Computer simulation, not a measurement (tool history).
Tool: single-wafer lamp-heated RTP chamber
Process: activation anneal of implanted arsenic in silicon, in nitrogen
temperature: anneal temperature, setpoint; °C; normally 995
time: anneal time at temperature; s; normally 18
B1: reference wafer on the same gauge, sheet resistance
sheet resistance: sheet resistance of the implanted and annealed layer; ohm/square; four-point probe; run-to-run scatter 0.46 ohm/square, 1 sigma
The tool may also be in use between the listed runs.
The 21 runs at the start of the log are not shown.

At day 73.892: reflector plate cleaned.
Run 22, day 75.921: usual settings but temperature 977 °C, time 29 s; B1 111.06. Result: sheet resistance 124.96 ohm/square.
Run 23, day 79.104: usual settings but temperature 982 °C, time 8 s; B1 110.97. Result: sheet resistance 135.50 ohm/square.
Run 24, day 80.954: usual settings; B1 110.98. Result: sheet resistance 124.04 ohm/square.
Run 25, day 84.429: usual settings but temperature 980 °C, time 27 s; B1 110.94. Result: sheet resistance 124.19 ohm/square.
Run 26, day 86.175: usual settings but temperature 1015 °C, time 27 s; B1 110.83. Result: sheet resistance 118.08 ohm/square.
Run 27, day 87.896: usual settings; B1 111.10. Result: sheet resistance 123.88 ohm/square.
Run 28, day 91.204: usual settings but temperature 1017 °C, time 15 s; B1 111.13. Result: sheet resistance 120.59 ohm/square.
Run 29, day 95.529: usual settings; B1 110.98. Result: sheet resistance 122.77 ohm/square.
At day 96.350: pyrometer window cleaned and pyrometer calibrated.
Run 30, day 99.850: usual settings; B1 111.04. Result: sheet resistance 123.52 ohm/square.
At day 101.396: reflector plate cleaned.
Run 31, day 102.883: usual settings but temperature 970 °C, time 28 s; B1 111.04. Result: sheet resistance 127.56 ohm/square.
Run 32, day 105.925: usual settings but temperature 972 °C, time 27 s; B1 111.01. Result: sheet resistance 126.35 ohm/square.
Run 33, day 108.808: usual settings but temperature 1024 °C, time 11 s; B1 110.95. Result: sheet resistance 122.19 ohm/square.
Run 34, day 111.417: usual settings but temperature 1019 °C, time 15 s; B1 110.93. Result: sheet resistance 120.95 ohm/square.
Run 35, day 113.617: usual settings but temperature 987 °C, time 14 s; B1 111.20. Result: sheet resistance 128.45 ohm/square.

Branching from run 35: 5 alternative next runs. What would each branch give?
Run A, day 113.633: usual settings but temperature 1006 °C; B1 ?. Result: sheet resistance ?.
Run B, day 113.633: usual settings but time 22 s; B1 ?. Result: sheet resistance ?.
Run C, day 113.633: usual settings but temperature 1023 °C; B1 ?. Result: sheet resistance ?.
Run D, day 113.633: usual settings but temperature 972 °C, time 10 s; B1 ?. Result: sheet resistance ?.
Run E, day 113.633: usual settings but time 27 s; B1 ?. Result: sheet resistance ?.

run      B1  sheet resistance
  A  111.01            121.87
  B  111.01            122.46
  C  111.01            119.15
  D  111.01            135.40
  E  111.01            121.12
Without the tool's hidden state the same runs would have given:
run  sheet resistance
  A            122.52
  B            123.23
  C            119.79
  D            136.82
  E            121.87
